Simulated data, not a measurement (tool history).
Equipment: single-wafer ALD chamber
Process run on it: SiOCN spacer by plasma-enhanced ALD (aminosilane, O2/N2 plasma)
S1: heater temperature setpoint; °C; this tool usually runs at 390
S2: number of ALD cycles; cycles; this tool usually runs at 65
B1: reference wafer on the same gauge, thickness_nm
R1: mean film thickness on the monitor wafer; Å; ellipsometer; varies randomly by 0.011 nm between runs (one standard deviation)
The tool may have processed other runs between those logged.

run 1 day=0 | S1=390 S2=65 | B1=5.377 | R1=45.52
run 2 day=2.671 | S1=390 S2=65 | B1=5.393 | R1=45.69
run 3 day=4.942 | S1=390 S2=65 | B1=5.402 | R1=45.79
run 4 day=7.338 | S1=390 S2=65 | B1=5.41 | R1=46.18
run 5 day=8.729 | S1=390 S2=65 | B1=5.419 | R1=45.88
run 6 day=10.171 | S1=380 S2=65 | B1=5.428 | R1=46.1
-- day=11.346 gauge calibrated
run 7 day=12.212 | S1=390 S2=59 | B1=5.352 | R1=41.27
-- day=14.246 thermocouple changed; heater temperature recalibrated
run 8 day=14.267 | S1=390 S2=70 | B1=5.361 | R1=48.82
run 9 day=16.021 | S1=381 S2=77 | B1=5.367 | R1=53.85
run 10 day=17.354 | S1=390 S2=65 | B1=5.376 | R1=45.87
run 11 day=18.975 | S1=390 S2=65 | B1=5.384 | R1=45.6
run 12 day=20.433 | S1=395 S2=54 | B1=5.391 | R1=37.9
run 13 day=22.621 | S1=376 S2=56 | B1=5.404 | R1=39.47

Run 14 is up next; what results do you expect?
run 14 day=24.333 | S1=384 S2=59 | B1=? | R1=?

B1: 5.414
R1: 41.72 Å
If the tool had no hidden condition, the same run with the same run-to-run variation would have returned R1 41.16 Å.

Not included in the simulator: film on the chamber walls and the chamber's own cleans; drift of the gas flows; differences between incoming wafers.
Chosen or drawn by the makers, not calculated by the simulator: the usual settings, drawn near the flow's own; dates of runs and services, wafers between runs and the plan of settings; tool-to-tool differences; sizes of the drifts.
